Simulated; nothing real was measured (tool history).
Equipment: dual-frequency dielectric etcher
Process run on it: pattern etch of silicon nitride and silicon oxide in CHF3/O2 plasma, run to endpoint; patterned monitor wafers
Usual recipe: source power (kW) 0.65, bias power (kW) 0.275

run	day	source power (kW)	bias power (kW)	wafers since the last listed run	hours since the last wet clean	hours since the last source power generator calibration	hours since the last bias power generator calibration	hours since the last upper electrode change	incoming incoming film thickness, nm	endpoint time (s)
1	0	0.65	0.275	0	353	3549.7	1111.7	2694.7	166.2	86.4
2	0.642	0.65	0.275	153	368.4	3565.1	1127.1	2710.1	164.2	84.7
3	0.996	0.65	0.275	84	376.9	3573.6	1135.6	2718.6	166.1	87.1
4	1.679	0.58	0.275	163	393.3	3590	1152	2735	165.4	89.1
5	2.367	0.58	0.275	164	409.8	3606.5	1168.5	2751.5	165.7	89.6
6	2.742	0.58	0.275	89	418.8	3615.5	1177.5	2760.5	165.2	89.5
7	3.454	0.65	0.275	169	435.9	3632.6	1194.6	2777.6	167.1	87.4
8	5.192	0.52	0.275	414	477.6	3674.3	1236.3	2819.3	164.8	93
9	5.767	0.52	0.275	137	491.4	3688.1	1250.1	2833.1	163.8	92.8
# day 6.95: source power generator calibrated
10	7.254	0.61	0.275	315	527.1	7.3	1285.8	2868.8	165.6	88.2
# day 8.329: upper electrode replaced
11	8.35	0.61	0.275	22	553.4	33.6	1312.1	0.5	166.5	87.2
12	8.442	0.61	0.275	21	555.6	35.8	1314.3	2.7	165.5	87.2
# day 9.458: wet clean of the chamber
13	9.479	0.65	0.328	8	0.5	60.7	1339.2	27.6	164.7	81
14	10.192	0.65	0.275	169	17.6	77.8	1356.3	44.7	165.8	87.4
15	10.708	0.65	0.275	123	30	90.2	1368.7	57.1	165.5	86.9
16	11.021	0.65	0.275	74	37.5	97.7	1376.2	64.6	165.6	86.9
17	11.438	0.65	0.275	99	47.5	107.7	1386.2	74.6	166.4	87.5
18	11.767	0.79	0.275	78	55.4	115.6	1394.1	82.5	166.2	80.5
19	12.379	0.65	0.275	146	70.1	130.3	1408.8	97.2	167	88
20	13.096	0.78	0.25	170	87.3	147.5	1426	114.4	166.4	83.6
21	13.462	0.81	0.247	87	96.1	156.3	1434.8	123.2	165.2	81.8
22	13.738	0.58	0.232	65	102.7	162.9	1441.4	129.8	164.7	95
23	14.1	0.78	0.327	86	111.4	171.6	1450.1	138.5	165.6	76
24	14.521	0.65	0.275	100	121.5	181.7	1460.2	148.6	164.6	85.9
25	14.842	0.55	0.324	76	129.2	189.4	1467.9	156.3	165	87
26	15.45	0.51	0.301	145	143.8	204	1482.5	170.9	168.4	93.6
27	15.842	0.53	0.311	93	153.2	213.4	1491.9	180.3	166.2	89.6
# day 16.742: bias power generator calibrated
28	18.004	0.54	0.219	476	205.1	265.3	30.3	232.2	166.2	100.5
29	18.696	0.79	0.228	165	221.7	281.9	46.9	248.8	167.5	85.8
30	19.146	0.78	0.275	107	232.5	292.7	57.7	259.6	164.6	81
31	19.779	0.65	0.275	151	247.7	307.9	72.9	274.8	164.8	86.1
32	20.271	0.69	0.222	117	259.5	319.7	84.7	286.6	166.9	90.9
33	20.629	0.58	0.236	85	268.1	328.3	93.3	295.2	166.6	94.8
34	21.038	0.72	0.334	97	277.9	338.1	103.1	305	165.8	78.3
35	21.742	0.51	0.301	168	294.8	355	120	321.9	167.2	92.1

Across each entry between runs, compare the hidden state at the last listed run before it with the hidden state at the first listed run after it:
After run 9, before run 10: source power generator calibrated (day 6.95)
  etch rate over this chamber's usual, %: 1.79 -> 1.92
  what was measured, less what the result would be without the hidden state, endpoint time (s): -1.6 -> -1.7
After run 10, before run 11: upper electrode replaced (day 8.329)
  etch rate over this chamber's usual, %: 1.92 -> 2.02
  what was measured, less what the result would be without the hidden state, endpoint time (s): -1.7 -> -1.8
After run 12, before run 13: wet clean of the chamber (day 9.458)
  etch rate over this chamber's usual, %: 2.03 -> 0.33
  what was measured, less what the result would be without the hidden state, endpoint time (s): -1.8 -> -0.3
After run 27, before run 28: bias power generator calibrated (day 16.742)
  etch rate over this chamber's usual, %: 0.9 -> 1.09
  what was measured, less what the result would be without the hidden state, endpoint time (s): -0.8 -> -1

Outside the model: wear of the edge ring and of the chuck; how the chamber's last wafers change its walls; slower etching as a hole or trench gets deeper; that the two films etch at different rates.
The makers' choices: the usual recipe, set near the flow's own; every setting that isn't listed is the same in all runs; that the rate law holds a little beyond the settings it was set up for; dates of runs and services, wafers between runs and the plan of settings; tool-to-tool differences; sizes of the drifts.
